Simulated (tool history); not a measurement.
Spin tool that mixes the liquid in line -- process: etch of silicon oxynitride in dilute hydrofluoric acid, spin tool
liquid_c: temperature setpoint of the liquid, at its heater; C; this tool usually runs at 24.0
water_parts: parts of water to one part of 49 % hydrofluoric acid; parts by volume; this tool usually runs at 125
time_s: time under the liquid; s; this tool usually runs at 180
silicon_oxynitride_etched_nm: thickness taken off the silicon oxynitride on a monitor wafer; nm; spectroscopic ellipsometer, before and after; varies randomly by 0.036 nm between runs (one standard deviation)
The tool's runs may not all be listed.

run    hour  liquid_c  water_parts  time_s  wafers since the last listed run  hours since the thermometer was replaced  hours since the hydrofluoric acid flow meter was replaced  hours since the gauge calibration  read-back film thickness of the silicon oxynitride reference wafer, read on the same gauge (nm)  silicon_oxynitride_etched_nm
  1     0.0      24.0          125     180                                 0                                     810.0                                                      531.5                              545.1                                                                                           39.937                         2.913
  2    81.8      24.0          125     180                               567                                     891.8                                                      613.3                              626.9                                                                                           40.024                         2.908
  3   126.8      24.0          125     180                               312                                     936.8                                                      658.3                              671.9                                                                                           39.959                         2.947
  4   215.3      24.0          140     180                               614                                    1025.3                                                      746.8                              760.4                                                                                           40.046                         2.474
  5   316.9      24.0          125     180                               705                                    1126.9                                                      848.4                              862.0                                                                                           39.997                         2.944
      332.4  -- hydrofluoric acid flow meter replaced
  6   366.5      24.0          125     180                               337                                    1176.5                                                       34.1                              911.6                                                                                           40.022                         2.908
  7   407.7      24.0          125     180                               285                                    1217.7                                                       75.3                              952.8                                                                                           40.012                         2.819
  8   483.7      24.0          100     225                               527                                    1293.7                                                      151.3                             1028.8                                                                                           39.972                         4.459
  9   764.9      24.0          125     260                              1951                                    1574.9                                                      432.5                             1310.0                                                                                           39.985                         4.074
 10   834.9      24.0          125     260                               485                                    1644.9                                                      502.5                             1380.0                                                                                           40.028                         4.081
 11   897.6      24.0          125     180                               435                                    1707.6                                                      565.2                             1442.7                                                                                           40.020                         2.753
 12   960.0      26.5          170     120                               433                                    1770.0                                                      627.6                             1505.1                                                                                           40.001                         1.505
     1102.2  -- thermometer replaced
 13  1151.2      22.5          145     240                              1319                                      49.0                                                      818.8                             1696.3                                                                                           39.979                         3.149
     1195.4  -- hydrofluoric acid flow meter replaced
 14  1224.4      21.0          125      75                               501                                     122.2                                                       29.0                             1769.5                                                                                           39.987                         1.097
     1243.7  -- gauge calibrated
 15  1322.2      25.5          175     180                               678                                     220.0                                                      126.8                               78.5                                                                                           39.984                         2.213
 16  1380.0      25.5          175     180                               401                                     277.8                                                      184.6                              136.3                                                                                           40.006                         2.155
 17  1455.4      24.0           80     180                               523                                     353.2                                                      260.0                              211.7                                                                                           39.987                         4.813
 18  1558.3      24.0           95     250                               714                                     456.1                                                      362.9                              314.6                                                                                           39.953                         5.522
 19  1649.9      24.0          145     240                               635                                     547.7                                                      454.5                              406.2                                                                                           39.959                         3.345
 20  1713.6      24.0          125     180                               442                                     611.4                                                      518.2                              469.9                                                                                           40.006                         2.979

Some steps in silicon_oxynitride_etched_nm, run to run, broken into two amounts with sign: the step expected even without the hidden condition (settings, incoming material, random variation), and the rest, left for the hidden condition together with whatever gauge scatter is not in both the measured and the hidden-condition-free result:
What the log doesn't record here: liquid colder than its thermometer reads (K); hydrofluoric acid flow below the setpoint (%); gauge reads high (%).
Run 7 -> 8: water_parts 125 -> 100, time_s 180 -> 225. silicon_oxynitride_etched_nm +1.640 nm: hidden state -0.159, all else +1.799.
Run 12 -> 13: liquid_c 26.5 -> 22.5, water_parts 170 -> 145, time_s 120 -> 240, thermometer replaced. silicon_oxynitride_etched_nm +1.644 nm: hidden state +0.147, all else +1.497.
Run 16 -> 17: liquid_c 25.5 -> 24.0, water_parts 175 -> 80. silicon_oxynitride_etched_nm +2.658 nm: hidden state -0.080, all else +2.738.
Run 18 -> 19: water_parts 95 -> 145, time_s 250 -> 240. silicon_oxynitride_etched_nm -2.177 nm: hidden state +0.052, all else -2.229.

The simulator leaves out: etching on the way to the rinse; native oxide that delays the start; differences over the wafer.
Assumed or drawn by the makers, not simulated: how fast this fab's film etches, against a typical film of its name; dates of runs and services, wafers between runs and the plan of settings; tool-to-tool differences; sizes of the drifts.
